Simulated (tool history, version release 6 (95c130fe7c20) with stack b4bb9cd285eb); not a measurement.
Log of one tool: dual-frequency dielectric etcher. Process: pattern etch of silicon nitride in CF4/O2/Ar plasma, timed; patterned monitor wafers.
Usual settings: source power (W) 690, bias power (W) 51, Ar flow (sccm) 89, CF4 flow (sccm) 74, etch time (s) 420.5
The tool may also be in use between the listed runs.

| run | hour | source power (W) | bias power (W) | Ar flow (sccm) | CF4 flow (sccm) | etch time (s) | read-back reference wafer on the same gauge, depth_nm | mean etch depth across the wafer (Å) |
|---|---|---|---|---|---|---|---|---|
| 1 | 0 | 530 | 51 | 89 | 92 | 420.5 | 1100.3 | 7969 |
| 2 | 0.4 | 690 | 51 | 89 | 62 | 420.5 | 1100 | 9730 |
|  | 7.4 | bias power generator calibrated |
| 3 | 28.8 | 690 | 47 | 89 | 58 | 420.5 | 1100.3 | 9369 |
| 4 | 37.1 | 690 | 51 | 89 | 74 | 420.5 | 1099.7 | 10052 |
| 5 | 53 | 690 | 51 | 99 | 74 | 420.5 | 1100.3 | 9872 |
| 6 | 67 | 690 | 60 | 68 | 89 | 534 | 1099.8 | 14219 |
|  | 76.2 | gauge calibrated |
| 7 | 76.9 | 560 | 39 | 81 | 74 | 420.5 | 1100.2 | 7707 |
|  | 105.8 | upper electrode replaced |
| 8 | 106.3 | 690 | 51 | 89 | 74 | 420.5 | 1100.1 | 10026 |
| 9 | 106.8 | 690 | 47 | 89 | 81 | 420.5 | 1100.8 | 10002 |
| 10 | 113.6 | 610 | 51 | 103 | 74 | 473.5 | 1099.4 | 9755 |
| 11 | 120.1 | 860 | 51 | 89 | 82 | 420.5 | 1100.4 | 12664 |
|  | 125.4 | source power generator calibrated |
| 12 | 130.6 | 690 | 51 | 89 | 74 | 420.5 | 1099.9 | 10543 |
| 13 | 138.4 | 690 | 51 | 78 | 74 | 535 | 1099.4 | 13657 |
| 14 | 156.3 | 690 | 51 | 89 | 74 | 420.5 | 1100.7 | 10506 |
| 15 | 169.4 | 760 | 51 | 89 | 74 | 420.5 | 1099.8 | 11594 |
| 16 | 185.2 | 830 | 51 | 89 | 58 | 420.5 | 1100.3 | 12037 |
| 17 | 195.9 | 810 | 51 | 77 | 64 | 503.5 | 1099.2 | 14696 |
| 18 | 213.6 | 860 | 51 | 89 | 82 | 420.5 | 1099.5 | 13256 |
| 19 | 227.5 | 610 | 51 | 89 | 74 | 420.5 | 1099.6 | 9292 |
| 20 | 238.7 | 690 | 51 | 89 | 74 | 420.5 | 1100.5 | 10504 |
| 21 | 256.3 | 690 | 51 | 89 | 62 | 420.5 | 1101.1 | 10169 |

Some steps in mean etch depth across the wafer (Å) between neighbouring runs. How much of each would the tool show without its hidden state too (settings, what came in, random variation), and how much is left for the hidden state, with any gauge scatter that isn't in both results?
The hidden state here: etch rate over this chamber's usual, %; source power that arrives over what is set, %; bias power that arrives over what is set, %; Ar flow that arrives over what is set, %; CF4 flow that arrives over what is set, %; gauge reads high (%).
Run 5 -> 6: bias power (W) 51 -> 60, Ar flow (sccm) 99 -> 68, CF4 flow (sccm) 74 -> 89, etch time (s) 420.5 -> 534. mean etch depth across the wafer (Å) +4347: hidden state -238, all else +4585.
Run 6 -> 7: source power (W) 690 -> 560, bias power (W) 60 -> 39, Ar flow (sccm) 68 -> 81, CF4 flow (sccm) 89 -> 74, etch time (s) 534 -> 420.5, gauge calibrated. mean etch depth across the wafer (Å) -6512: hidden state +336, all else -6848.
Run 11 -> 12: source power (W) 860 -> 690, CF4 flow (sccm) 82 -> 74, source power generator calibrated. mean etch depth across the wafer (Å) -2121: hidden state +664, all else -2785.
